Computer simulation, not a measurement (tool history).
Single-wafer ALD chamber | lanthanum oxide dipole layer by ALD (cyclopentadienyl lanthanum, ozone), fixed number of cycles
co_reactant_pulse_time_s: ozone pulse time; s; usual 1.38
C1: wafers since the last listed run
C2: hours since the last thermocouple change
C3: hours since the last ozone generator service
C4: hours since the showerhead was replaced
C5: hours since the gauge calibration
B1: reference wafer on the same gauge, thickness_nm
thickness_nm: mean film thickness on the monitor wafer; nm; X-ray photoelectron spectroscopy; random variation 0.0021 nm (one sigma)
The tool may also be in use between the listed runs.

Run 1, hour 0: usual settings; C1 0; C2 1223.6; C3 91.7; C4 2571.8; C5 599.4; B1 0.61. Result: thickness_nm 0.589 nm.
Run 2, hour 56.2: usual settings; C1 1081; C2 1279.8; C3 147.9; C4 2628; C5 655.6; B1 0.609. Result: thickness_nm 0.589 nm.
Run 3, hour 80.4: usual settings; C1 465; C2 1304; C3 172.1; C4 2652.2; C5 679.8; B1 0.611. Result: thickness_nm 0.583 nm.
Run 4, hour 141.9: usual settings; C1 1183; C2 1365.5; C3 233.6; C4 2713.7; C5 741.3; B1 0.61. Result: thickness_nm 0.583 nm.
Run 5, hour 183.5: usual settings; C1 800; C2 1407.1; C3 275.2; C4 2755.3; C5 782.9; B1 0.61. Result: thickness_nm 0.587 nm.
Run 6, hour 212.9: usual settings but co_reactant_pulse_time_s 1.82 s; C1 565; C2 1436.5; C3 304.6; C4 2784.7; C5 812.3; B1 0.61. Result: thickness_nm 0.607 nm.
Run 7, hour 244.8: usual settings but co_reactant_pulse_time_s 1.82 s; C1 614; C2 1468.4; C3 336.5; C4 2816.6; C5 844.2; B1 0.61. Result: thickness_nm 0.603 nm.
Run 8, hour 271.2: usual settings but co_reactant_pulse_time_s 1.82 s; C1 508; C2 1494.8; C3 362.9; C4 2843; C5 870.6; B1 0.609. Result: thickness_nm 0.603 nm.
Run 9, hour 331.8: usual settings but co_reactant_pulse_time_s 1.64 s; C1 1166; C2 1555.4; C3 423.5; C4 2903.6; C5 931.2; B1 0.61. Result: thickness_nm 0.598 nm.
Run 10, hour 369.8: usual settings; C1 731; C2 1593.4; C3 461.5; C4 2941.6; C5 969.2; B1 0.609. Result: thickness_nm 0.581 nm.
At hour 420.8: thermocouple changed; heater temperature recalibrated.
Run 11, hour 421.6: usual settings; C1 843; C2 0.8; C3 513.3; C4 2993.4; C5 1021; B1 0.609. Result: thickness_nm 0.577 nm.
Run 12, hour 466.4: usual settings; C1 862; C2 45.6; C3 558.1; C4 3038.2; C5 1065.8; B1 0.61. Result: thickness_nm 0.577 nm.
Run 13, hour 520.3: usual settings but co_reactant_pulse_time_s 1.54 s; C1 1037; C2 99.5; C3 612; C4 3092.1; C5 1119.7; B1 0.61. Result: thickness_nm 0.588 nm.
At hour 539.8: ozone generator serviced.
Run 14, hour 568.9: usual settings but co_reactant_pulse_time_s 1.85 s; C1 781; C2 148.1; C3 29.1; C4 3140.7; C5 1168.3; B1 0.61. Result: thickness_nm 0.597 nm.
Run 15, hour 613.7: usual settings but co_reactant_pulse_time_s 1.92 s; C1 862; C2 192.9; C3 73.9; C4 3185.5; C5 1213.1; B1 0.61. Result: thickness_nm 0.603 nm.
Run 16, hour 649: usual settings but co_reactant_pulse_time_s 1.08 s; C1 679; C2 228.2; C3 109.2; C4 3220.8; C5 1248.4; B1 0.61. Result: thickness_nm 0.538 nm.
Run 17, hour 712.2: usual settings; C1 1216; C2 291.4; C3 172.4; C4 3284; C5 1311.6; B1 0.61. Result: thickness_nm 0.565 nm.
At hour 712.7: gauge calibrated.
Run 18, hour 738.6: usual settings but co_reactant_pulse_time_s 1.24 s; C1 508; C2 317.8; C3 198.8; C4 3310.4; C5 25.9; B1 0.611. Result: thickness_nm 0.551 nm.
At hour 764.2: ozone generator serviced, repeated, since the last time left the tool worse.
At hour 764.8: showerhead replaced.
Run 19, hour 784.4: usual settings but co_reactant_pulse_time_s 1.22 s; C1 715; C2 363.6; C3 20.2; C4 19.6; C5 71.7; B1 0.609. Result: thickness_nm 0.571 nm.
Run 20, hour 854.4: usual settings; C1 1347; C2 433.6; C3 90.2; C4 89.6; C5 141.7; B1 0.61. Result: thickness_nm 0.588 nm.
Run 21, hour 955.6: usual settings; C1 1947; C2 534.8; C3 191.4; C4 190.8; C5 242.9; B1 0.61. Result: thickness_nm 0.588 nm.
Run 22, hour 985.8: usual settings but co_reactant_pulse_time_s 1.67 s; C1 581; C2 565; C3 221.6; C4 221; C5 273.1; B1 0.61. Result: thickness_nm 0.601 nm.
Run 23, hour 1024.5: usual settings but co_reactant_pulse_time_s 1.01 s; C1 744; C2 603.7; C3 260.3; C4 259.7; C5 311.8; B1 0.61. Result: thickness_nm 0.549 nm.

Some steps in thickness_nm between neighbouring runs. How much of each would the tool show without its hidden state too (settings, what came in, random variation), and how much is left for the hidden state, with any gauge scatter that isn't in both results?
The hidden state here: wafer temperature above the value expected at the setpoint (K); ozone dose above that of a generator just serviced (%); gauge reads high (%).
Run 15 -> 16: co_reactant_pulse_time_s 1.92 -> 1.08. thickness_nm -0.065 nm: hidden state -0.015, all else -0.05.
Run 18 -> 19: co_reactant_pulse_time_s 1.24 -> 1.22, ozone generator serviced, repeated, since the last time left the tool worse, showerhead replaced. thickness_nm +0.02 nm: hidden state +0.023, all else -0.003.
Run 22 -> 23: co_reactant_pulse_time_s 1.67 -> 1.01. thickness_nm -0.052 nm: hidden state -0.002, all else -0.05.
